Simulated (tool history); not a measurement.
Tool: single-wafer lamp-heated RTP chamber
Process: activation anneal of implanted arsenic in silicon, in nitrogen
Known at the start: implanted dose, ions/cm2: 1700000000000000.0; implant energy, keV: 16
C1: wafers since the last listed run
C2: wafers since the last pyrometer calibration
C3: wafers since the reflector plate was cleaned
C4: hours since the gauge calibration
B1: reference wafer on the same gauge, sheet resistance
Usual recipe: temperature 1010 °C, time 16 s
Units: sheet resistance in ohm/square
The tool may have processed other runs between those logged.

Run 1, hour 0.0: usual settings; C1 0; C2 4444; C3 1076; C4 741.7; B1 124.94. Result: sheet resistance 118.35 ohm/square.
Run 2, hour 30.1: usual settings; C1 517; C2 4962; C3 1594; C4 771.8; B1 124.95. Result: sheet resistance 116.58 ohm/square.
At hour 57.1: pyrometer window cleaned and pyrometer calibrated.
Run 3, hour 88.8: usual settings; C1 872; C2 545; C3 2466; C4 830.5; B1 124.75. Result: sheet resistance 121.13 ohm/square.
Run 4, hour 135.9: usual settings; C1 810; C2 1356; C3 3277; C4 877.6; B1 124.82. Result: sheet resistance 119.39 ohm/square.
Run 5, hour 189.6: usual settings; C1 924; C2 2280; C3 4201; C4 931.3; B1 124.90. Result: sheet resistance 118.54 ohm/square.
Run 6, hour 218.4: usual settings; C1 495; C2 2775; C3 4696; C4 960.1; B1 124.97. Result: sheet resistance 117.91 ohm/square.
Run 7, hour 283.5: usual settings; C1 1120; C2 3895; C3 5817; C4 1025.2; B1 124.91. Result: sheet resistance 115.50 ohm/square.
Run 8, hour 352.3: usual settings but temperature 997 °C; C1 1183; C2 5079; C3 7000; C4 1094.0; B1 125.35. Result: sheet resistance 121.58 ohm/square.
At hour 367.1: pyrometer window cleaned and pyrometer calibrated.
Run 9, hour 405.7: usual settings but temperature 997 °C; C1 781; C2 664; C3 7782; C4 1147.4; B1 124.86. Result: sheet resistance 126.21 ohm/square.
Run 10, hour 439.4: usual settings but temperature 997 °C; C1 579; C2 1243; C3 8362; C4 1181.1; B1 125.09. Result: sheet resistance 124.86 ohm/square.
At hour 473.8: reflector plate cleaned.
Run 11, hour 474.3: usual settings but time 9 s; C1 462; C2 1706; C3 9; C4 1216.0; B1 124.74. Result: sheet resistance 132.25 ohm/square.
Run 12, hour 539.4: usual settings; C1 1120; C2 2826; C3 1129; C4 1281.1; B1 124.93. Result: sheet resistance 118.38 ohm/square.
At hour 564.4: gauge calibrated.
Run 13, hour 608.1: usual settings but temperature 997 °C; C1 1182; C2 4009; C3 2311; C4 43.7; B1 124.98. Result: sheet resistance 125.50 ohm/square.
Run 14, hour 643.4: usual settings but temperature 989 °C, time 19 s; C1 607; C2 4616; C3 2919; C4 79.0; B1 125.16. Result: sheet resistance 124.52 ohm/square.
At hour 658.8: pyrometer window cleaned and pyrometer calibrated.
Run 15, hour 699.4: usual settings but temperature 984 °C, time 24 s; C1 825; C2 699; C3 3745; C4 135.0; B1 125.02. Result: sheet resistance 127.11 ohm/square.
Run 16, hour 737.1: usual settings but temperature 983 °C, time 20 s; C1 648; C2 1347; C3 4393; C4 172.7; B1 124.88. Result: sheet resistance 130.71 ohm/square.
Run 17, hour 784.6: usual settings but temperature 987 °C, time 21 s; C1 817; C2 2165; C3 5211; C4 220.2; B1 124.81. Result: sheet resistance 125.47 ohm/square.
Run 18, hour 835.9: usual settings; C1 882; C2 3047; C3 6093; C4 271.5; B1 125.15. Result: sheet resistance 116.66 ohm/square.
Run 19, hour 900.4: usual settings but temperature 990 °C, time 21 s; C1 1109; C2 4157; C3 7203; C4 336.0; B1 125.10. Result: sheet resistance 120.12 ohm/square.
At hour 940.1: reflector plate cleaned.
Run 20, hour 960.8: usual settings but temperature 994 °C, time 22 s; C1 901; C2 5059; C3 356; C4 396.4; B1 125.02. Result: sheet resistance 120.26 ohm/square.
At hour 970.1: pyrometer window cleaned and pyrometer calibrated.
Run 21, hour 988.0: usual settings but temperature 1024 °C, time 9 s; C1 330; C2 307; C3 687; C4 423.6; B1 125.25. Result: sheet resistance 125.33 ohm/square.
Run 22, hour 1049.0: usual settings but temperature 1029 °C, time 13 s; C1 1049; C2 1357; C3 1736; C4 484.6; B1 125.06. Result: sheet resistance 114.28 ohm/square.
Run 23, hour 1092.9: usual settings but temperature 992 °C, time 10 s; C1 755; C2 2113; C3 2492; C4 528.5; B1 125.05. Result: sheet resistance 139.60 ohm/square.
Run 24, hour 1122.0: usual settings but temperature 1001 °C; C1 500; C2 2613; C3 2993; C4 557.6; B1 125.25. Result: sheet resistance 124.24 ohm/square.
Run 25, hour 1192.5: usual settings but temperature 989 °C; C1 1213; C2 3826; C3 4206; C4 628.1; B1 125.12. Result: sheet resistance 130.06 ohm/square.

Measured minus without-hidden-state, run by run (identical run-to-run variation in each term; gauge scatter may differ):
What the log doesn't record here: true wafer temperature minus pyrometer reading, K; wafer temperature error from the tarnished reflector plate, K; gauge reads high (%).
run  sheet resistance
  1             -6.09
  2             -6.86
  3             -2.57
  4             -3.89
  5             -5.42
  6             -6.23
  7             -7.96
  8            -10.52
  9             -5.88
 10             -6.86
 11             -2.86
 12             -4.81
 13             -7.20
 14             -8.43
 15             -4.93
 16             -6.05
 17             -7.54
 18             -8.26
 19            -11.00
 20             -7.56
 21             -1.02
 22             -2.56
 23             -4.02
 24             -5.16
 25             -7.45
